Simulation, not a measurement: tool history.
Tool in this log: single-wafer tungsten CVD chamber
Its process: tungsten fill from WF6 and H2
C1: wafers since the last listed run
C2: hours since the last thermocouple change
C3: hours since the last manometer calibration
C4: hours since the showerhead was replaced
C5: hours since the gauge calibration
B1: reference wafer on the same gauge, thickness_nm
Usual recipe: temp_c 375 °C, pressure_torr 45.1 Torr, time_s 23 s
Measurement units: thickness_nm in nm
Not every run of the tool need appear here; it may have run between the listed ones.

{"run": 1, "hour": 0.0, "temp_c": 366, "pressure_torr": 45.1, "time_s": 23, "C1": 0, "C2": 89.2, "C3": 761, "C4": 4724.2, "C5": 1701.8, "B1": 41.701, "thickness_nm": 40.041}
{"run": 2, "hour": 73.7, "temp_c": 375, "pressure_torr": 45.1, "time_s": 23, "C1": 1596, "C2": 162.9, "C3": 834.7, "C4": 4797.9, "C5": 1775.5, "B1": 41.717, "thickness_nm": 49.378}
{"run": 3, "hour": 113.3, "temp_c": 375, "pressure_torr": 45.1, "time_s": 23, "C1": 858, "C2": 202.5, "C3": 874.3, "C4": 4837.5, "C5": 1815.1, "B1": 41.685, "thickness_nm": 49.592}
{"run": 4, "hour": 233.4, "temp_c": 375, "pressure_torr": 45.1, "time_s": 20.6, "C1": 2602, "C2": 322.6, "C3": 994.4, "C4": 4957.6, "C5": 1935.2, "B1": 41.753, "thickness_nm": 44.586}
{"run": 5, "hour": 271.8, "temp_c": 382, "pressure_torr": 45.1, "time_s": 23, "C1": 832, "C2": 361, "C3": 1032.8, "C4": 4996, "C5": 1973.6, "B1": 41.82, "thickness_nm": 58.597}
{"run": 6, "hour": 327.5, "temp_c": 382, "pressure_torr": 45.1, "time_s": 23, "C1": 1206, "C2": 416.7, "C3": 1088.5, "C4": 5051.7, "C5": 2029.3, "B1": 41.818, "thickness_nm": 58.764}
{"run": 7, "hour": 386.1, "temp_c": 386, "pressure_torr": 45.1, "time_s": 23, "C1": 1269, "C2": 475.3, "C3": 1147.1, "C4": 5110.3, "C5": 2087.9, "B1": 41.889, "thickness_nm": 63.87}
{"run": 8, "hour": 423.8, "temp_c": 386, "pressure_torr": 45.1, "time_s": 23, "C1": 816, "C2": 513, "C3": 1184.8, "C4": 5148, "C5": 2125.6, "B1": 41.907, "thickness_nm": 64.217}
{"run": 9, "hour": 498.4, "temp_c": 387, "pressure_torr": 45.1, "time_s": 23, "C1": 1616, "C2": 587.6, "C3": 1259.4, "C4": 5222.6, "C5": 2200.2, "B1": 41.952, "thickness_nm": 65.411}
{"run": 10, "hour": 542.5, "temp_c": 387, "pressure_torr": 45.1, "time_s": 23, "C1": 955, "C2": 631.7, "C3": 1303.5, "C4": 5266.7, "C5": 2244.3, "B1": 41.959, "thickness_nm": 65.639}
{"run": 11, "hour": 578.6, "temp_c": 383, "pressure_torr": 56.3, "time_s": 25.8, "C1": 782, "C2": 667.8, "C3": 1339.6, "C4": 5302.8, "C5": 2280.4, "B1": 41.95, "thickness_nm": 71.632}
{"run": 12, "hour": 686.1, "temp_c": 375, "pressure_torr": 45.1, "time_s": 23, "C1": 2329, "C2": 775.3, "C3": 1447.1, "C4": 5410.3, "C5": 2387.9, "B1": 42.027, "thickness_nm": 50.233}
{"run": 13, "hour": 724.9, "temp_c": 383, "pressure_torr": 53.7, "time_s": 20.4, "C1": 840, "C2": 814.1, "C3": 1485.9, "C4": 5449.1, "C5": 2426.7, "B1": 42.067, "thickness_nm": 56.224}
{"run": 14, "hour": 810.5, "temp_c": 375, "pressure_torr": 45.1, "time_s": 23, "C1": 1854, "C2": 899.7, "C3": 1571.5, "C4": 5534.7, "C5": 2512.3, "B1": 42.153, "thickness_nm": 50.01}
{"hour": 842.3, "done": "capacitance manometer re-zeroed and calibrated"}
{"hour": 861.8, "done": "showerhead replaced"}
{"run": 15, "hour": 888.6, "temp_c": 375, "pressure_torr": 45.1, "time_s": 23, "C1": 1345, "C2": 977.8, "C3": 46.3, "C4": 26.8, "C5": 2590.4, "B1": 42.171, "thickness_nm": 50.137}
{"run": 16, "hour": 958.2, "temp_c": 375, "pressure_torr": 45.1, "time_s": 23, "C1": 1508, "C2": 1047.4, "C3": 115.9, "C4": 96.4, "C5": 2660, "B1": 42.219, "thickness_nm": 50.172}
{"hour": 987.1, "done": "gauge calibrated"}
{"run": 17, "hour": 1041.9, "temp_c": 365, "pressure_torr": 54.8, "time_s": 20.2, "C1": 1813, "C2": 1131.1, "C3": 199.6, "C4": 180.1, "C5": 54.8, "B1": 40.571, "thickness_nm": 35.038}
{"run": 18, "hour": 1105.3, "temp_c": 368, "pressure_torr": 51.1, "time_s": 25.3, "C1": 1373, "C2": 1194.5, "C3": 263, "C4": 243.5, "C5": 118.2, "B1": 40.581, "thickness_nm": 46.621}
{"run": 19, "hour": 1182.0, "temp_c": 375, "pressure_torr": 45.1, "time_s": 23, "C1": 1661, "C2": 1271.2, "C3": 339.7, "C4": 320.2, "C5": 194.9, "B1": 40.666, "thickness_nm": 48.351}
{"run": 20, "hour": 1237.2, "temp_c": 375, "pressure_torr": 45.1, "time_s": 27, "C1": 1196, "C2": 1326.4, "C3": 394.9, "C4": 375.4, "C5": 250.1, "B1": 40.665, "thickness_nm": 56.859}
{"run": 21, "hour": 1309.3, "temp_c": 375, "pressure_torr": 45.1, "time_s": 23, "C1": 1562, "C2": 1398.5, "C3": 467, "C4": 447.5, "C5": 322.2, "B1": 40.754, "thickness_nm": 48.202}
{"run": 22, "hour": 1408.3, "temp_c": 375, "pressure_torr": 45.1, "time_s": 23, "C1": 2145, "C2": 1497.5, "C3": 566, "C4": 546.5, "C5": 421.2, "B1": 40.785, "thickness_nm": 48.607}
{"run": 23, "hour": 1576.4, "temp_c": 375, "pressure_torr": 45.1, "time_s": 23, "C1": 3642, "C2": 1665.6, "C3": 734.1, "C4": 714.6, "C5": 589.3, "B1": 40.86, "thickness_nm": 48.808}
{"run": 24, "hour": 1614.3, "temp_c": 368, "pressure_torr": 34.7, "time_s": 25.8, "C1": 821, "C2": 1703.5, "C3": 772, "C4": 752.5, "C5": 627.2, "B1": 40.887, "thickness_nm": 43.336}
{"run": 25, "hour": 1707.9, "temp_c": 361, "pressure_torr": 51, "time_s": 24.2, "C1": 2028, "C2": 1797.1, "C3": 865.6, "C4": 846.1, "C5": 720.8, "B1": 40.941, "thickness_nm": 37.686}
{"run": 26, "hour": 1747.8, "temp_c": 375, "pressure_torr": 53.1, "time_s": 20, "C1": 864, "C2": 1837, "C3": 905.5, "C4": 886, "C5": 760.7, "B1": 40.985, "thickness_nm": 44.322}
{"run": 27, "hour": 1806.6, "temp_c": 365, "pressure_torr": 33.9, "time_s": 27.2, "C1": 1274, "C2": 1895.8, "C3": 964.3, "C4": 944.8, "C5": 819.5, "B1": 40.923, "thickness_nm": 41.975}
{"run": 28, "hour": 1894.8, "temp_c": 364, "pressure_torr": 50.4, "time_s": 21.7, "C1": 1911, "C2": 1984, "C3": 1052.5, "C4": 1033, "C5": 907.7, "B1": 41.04, "thickness_nm": 36.422}
{"run": 29, "hour": 1959.1, "temp_c": 375, "pressure_torr": 45.1, "time_s": 23, "C1": 1393, "C2": 2048.3, "C3": 1116.8, "C4": 1097.3, "C5": 972, "B1": 41.076, "thickness_nm": 48.92}
{"run": 30, "hour": 2026.0, "temp_c": 366, "pressure_torr": 45.1, "time_s": 23, "C1": 1449, "C2": 2115.2, "C3": 1183.7, "C4": 1164.2, "C5": 1038.9, "B1": 41.143, "thickness_nm": 39.407}
{"run": 31, "hour": 2097.7, "temp_c": 360, "pressure_torr": 45.1, "time_s": 21.8, "C1": 1553, "C2": 2186.9, "C3": 1255.4, "C4": 1235.9, "C5": 1110.6, "B1": 41.137, "thickness_nm": 32.139}
{"hour": 2312.6, "done": "thermocouple changed; heater temperature recalibrated"}
{"run": 32, "hour": 2370.6, "temp_c": 361, "pressure_torr": 52, "time_s": 27.5, "C1": 5740, "C2": 58, "C3": 1528.3, "C4": 1508.8, "C5": 1383.5, "B1": 41.279, "thickness_nm": 43.729}
{"run": 33, "hour": 2474.7, "temp_c": 365, "pressure_torr": 45.1, "time_s": 23, "C1": 2255, "C2": 162.1, "C3": 1632.4, "C4": 1612.9, "C5": 1487.6, "B1": 41.385, "thickness_nm": 38.558}

A few steps of thickness_nm between consecutive runs. Split each: what settings, incoming material and random variation would produce without the hidden state, and what is left over for the hidden state, along with gauge scatter present in only one of the two compared results (measured, and without hidden state):
The hidden state here: wafer temperature above the value expected at the setpoint (K); true pressure above the setpoint (%); gauge reads high (%).
Run 4 -> 5: temp_c 375 -> 382, time_s 20.6 -> 23. thickness_nm +14.011 nm: hidden state +0.396, all else +13.615.
Run 11 -> 12: temp_c 383 -> 375, pressure_torr 56.3 -> 45.1, time_s 25.8 -> 23. thickness_nm -21.399 nm: hidden state -0.587, all else -20.812.
Run 16 -> 17: temp_c 375 -> 365, pressure_torr 45.1 -> 54.8, time_s 23 -> 20.2, gauge calibrated. thickness_nm -15.134 nm: hidden state -1.87, all else -13.264.
